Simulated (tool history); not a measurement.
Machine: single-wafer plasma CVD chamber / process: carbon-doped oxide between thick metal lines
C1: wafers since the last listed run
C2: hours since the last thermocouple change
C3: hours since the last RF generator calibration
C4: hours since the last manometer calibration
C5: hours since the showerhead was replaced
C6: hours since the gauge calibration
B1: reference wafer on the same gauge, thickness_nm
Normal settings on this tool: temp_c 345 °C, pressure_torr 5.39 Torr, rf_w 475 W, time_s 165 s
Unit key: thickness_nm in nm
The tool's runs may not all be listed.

run 1 day=0.000 | temp_c=339 pressure_torr=5.39 rf_w=475 time_s=165 | C1=0 C2=96.0 C3=1897.5 C4=47.6 C5=6207.1 C6=580.1 | B1=754.572 | thickness_nm=855.628
run 2 day=1.471 | temp_c=339 pressure_torr=5.39 rf_w=475 time_s=165 | C1=470 C2=131.3 C3=1932.8 C4=82.9 C5=6242.4 C6=615.4 | B1=755.098 | thickness_nm=858.606
-- day=1.925 showerhead replaced
run 3 day=3.792 | temp_c=345 pressure_torr=5.39 rf_w=475 time_s=165 | C1=635 C2=187.0 C3=1988.5 C4=138.6 C5=44.8 C6=671.1 | B1=754.809 | thickness_nm=842.812
run 4 day=8.492 | temp_c=345 pressure_torr=5.39 rf_w=475 time_s=165 | C1=1502 C2=299.8 C3=2101.3 C4=251.4 C5=157.6 C6=783.9 | B1=753.415 | thickness_nm=840.961
run 5 day=10.708 | temp_c=356 pressure_torr=5.39 rf_w=475 time_s=165 | C1=708 C2=353.0 C3=2154.5 C4=304.6 C5=210.8 C6=837.1 | B1=755.916 | thickness_nm=807.438
run 6 day=12.054 | temp_c=345 pressure_torr=5.39 rf_w=475 time_s=165 | C1=430 C2=385.3 C3=2186.8 C4=336.9 C5=243.1 C6=869.4 | B1=753.405 | thickness_nm=830.331
run 7 day=13.896 | temp_c=352 pressure_torr=5.39 rf_w=475 time_s=145 | C1=588 C2=429.5 C3=2231.0 C4=381.1 C5=287.3 C6=913.6 | B1=752.920 | thickness_nm=724.486
run 8 day=15.017 | temp_c=345 pressure_torr=5.39 rf_w=475 time_s=165 | C1=358 C2=456.4 C3=2257.9 C4=408.0 C5=314.2 C6=940.5 | B1=753.295 | thickness_nm=837.145
run 9 day=16.575 | temp_c=345 pressure_torr=5.39 rf_w=475 time_s=165 | C1=498 C2=493.8 C3=2295.3 C4=445.4 C5=351.6 C6=977.9 | B1=752.476 | thickness_nm=828.680
run 10 day=18.329 | temp_c=345 pressure_torr=5.39 rf_w=475 time_s=165 | C1=560 C2=535.9 C3=2337.4 C4=487.5 C5=393.7 C6=1020.0 | B1=753.826 | thickness_nm=842.169
run 11 day=19.512 | temp_c=345 pressure_torr=5.39 rf_w=475 time_s=165 | C1=378 C2=564.3 C3=2365.8 C4=515.9 C5=422.1 C6=1048.4 | B1=753.909 | thickness_nm=839.772
run 12 day=21.767 | temp_c=345 pressure_torr=6.57 rf_w=510 time_s=151 | C1=720 C2=618.4 C3=2419.9 C4=570.0 C5=476.2 C6=1102.5 | B1=754.869 | thickness_nm=807.086
run 13 day=24.046 | temp_c=353 pressure_torr=5.39 rf_w=475 time_s=142 | C1=728 C2=673.1 C3=2474.6 C4=624.7 C5=530.9 C6=1157.2 | B1=751.762 | thickness_nm=706.472
run 14 day=25.312 | temp_c=350 pressure_torr=4.28 rf_w=535 time_s=178 | C1=404 C2=703.5 C3=2505.0 C4=655.1 C5=561.3 C6=1187.6 | B1=754.095 | thickness_nm=917.901
run 15 day=26.912 | temp_c=351 pressure_torr=5.39 rf_w=550 time_s=165 | C1=511 C2=741.9 C3=2543.4 C4=693.5 C5=599.7 C6=1226.0 | B1=753.230 | thickness_nm=879.778
run 16 day=29.288 | temp_c=337 pressure_torr=5.39 rf_w=475 time_s=165 | C1=759 C2=798.9 C3=2600.4 C4=750.5 C5=656.7 C6=1283.0 | B1=753.379 | thickness_nm=857.170
run 17 day=30.471 | temp_c=345 pressure_torr=5.39 rf_w=475 time_s=165 | C1=378 C2=827.3 C3=2628.8 C4=778.9 C5=685.1 C6=1311.4 | B1=754.287 | thickness_nm=840.332
run 18 day=32.025 | temp_c=345 pressure_torr=5.88 rf_w=475 time_s=165 | C1=496 C2=864.6 C3=2666.1 C4=816.2 C5=722.4 C6=1348.7 | B1=753.896 | thickness_nm=854.121
-- day=32.904 gauge calibrated
-- day=33.042 RF generator calibrated
run 19 day=33.775 | temp_c=345 pressure_torr=5.39 rf_w=410 time_s=151 | C1=452 C2=906.6 C3=17.6 C4=858.2 C5=764.4 C6=20.9 | B1=753.167 | thickness_nm=743.147
run 20 day=35.942 | temp_c=345 pressure_torr=5.39 rf_w=475 time_s=165 | C1=692 C2=958.6 C3=69.6 C4=910.2 C5=816.4 C6=72.9 | B1=753.880 | thickness_nm=861.989
run 21 day=38.883 | temp_c=345 pressure_torr=5.39 rf_w=475 time_s=165 | C1=940 C2=1029.2 C3=140.2 C4=980.8 C5=887.0 C6=143.5 | B1=754.658 | thickness_nm=860.787
run 22 day=40.604 | temp_c=345 pressure_torr=5.03 rf_w=510 time_s=165 | C1=549 C2=1070.5 C3=181.5 C4=1022.1 C5=928.3 C6=184.8 | B1=755.386 | thickness_nm=881.207
run 23 day=43.092 | temp_c=331 pressure_torr=5.39 rf_w=550 time_s=134 | C1=795 C2=1130.2 C3=241.2 C4=1081.8 C5=988.0 C6=244.5 | B1=753.864 | thickness_nm=790.732
run 24 day=45.312 | temp_c=345 pressure_torr=6.46 rf_w=385 time_s=165 | C1=709 C2=1183.5 C3=294.5 C4=1135.1 C5=1041.3 C6=297.8 | B1=754.144 | thickness_nm=789.742
run 25 day=46.808 | temp_c=336 pressure_torr=5.00 rf_w=500 time_s=175 | C1=478 C2=1219.4 C3=330.4 C4=1171.0 C5=1077.2 C6=333.7 | B1=754.592 | thickness_nm=945.590
run 26 day=49.029 | temp_c=345 pressure_torr=5.39 rf_w=475 time_s=165 | C1=709 C2=1272.7 C3=383.7 C4=1224.3 C5=1130.5 C6=387.0 | B1=754.464 | thickness_nm=853.615
-- day=51.854 capacitance manometer re-zeroed and calibrated
run 27 day=51.875 | temp_c=339 pressure_torr=4.59 rf_w=535 time_s=197 | C1=803 C2=1341.0 C3=452.0 C4=0.5 C5=1198.8 C6=455.3 | B1=754.049 | thickness_nm=1076.904
run 28 day=53.788 | temp_c=336 pressure_torr=5.00 rf_w=500 time_s=175 | C1=611 C2=1386.9 C3=497.9 C4=46.4 C5=1244.7 C6=501.2 | B1=754.149 | thickness_nm=936.371
run 29 day=56.358 | temp_c=345 pressure_torr=4.37 rf_w=475 time_s=165 | C1=821 C2=1448.6 C3=559.6 C4=108.1 C5=1306.4 C6=562.9 | B1=753.328 | thickness_nm=828.647

3 ways to go on from here, each from the tool as it stands after run 29. What would each give?
run A day=56.375 | temp_c=345 pressure_torr=5.39 rf_w=475 time_s=165 | C1=5 C2=1449.0 C3=560.0 C4=108.5 C5=1306.8 C6=563.3 | B1=? | thickness_nm=?
run B day=56.375 | temp_c=339 pressure_torr=5.39 rf_w=475 time_s=190 | C1=5 C2=1449.0 C3=560.0 C4=108.5 C5=1306.8 C6=563.3 | B1=? | thickness_nm=?
run C day=56.375 | temp_c=345 pressure_torr=5.39 rf_w=410 time_s=142 | C1=5 C2=1449.0 C3=560.0 C4=108.5 C5=1306.8 C6=563.3 | B1=? | thickness_nm=?

run=A B1=754.695 thickness_nm=846.726
run=B B1=754.695 thickness_nm=992.716
run=C B1=754.695 thickness_nm=676.245
Had the tool no hidden state, the same runs would have come out as:
run=A thickness_nm=867.015
run=B thickness_nm=1016.503
run=C thickness_nm=695.086
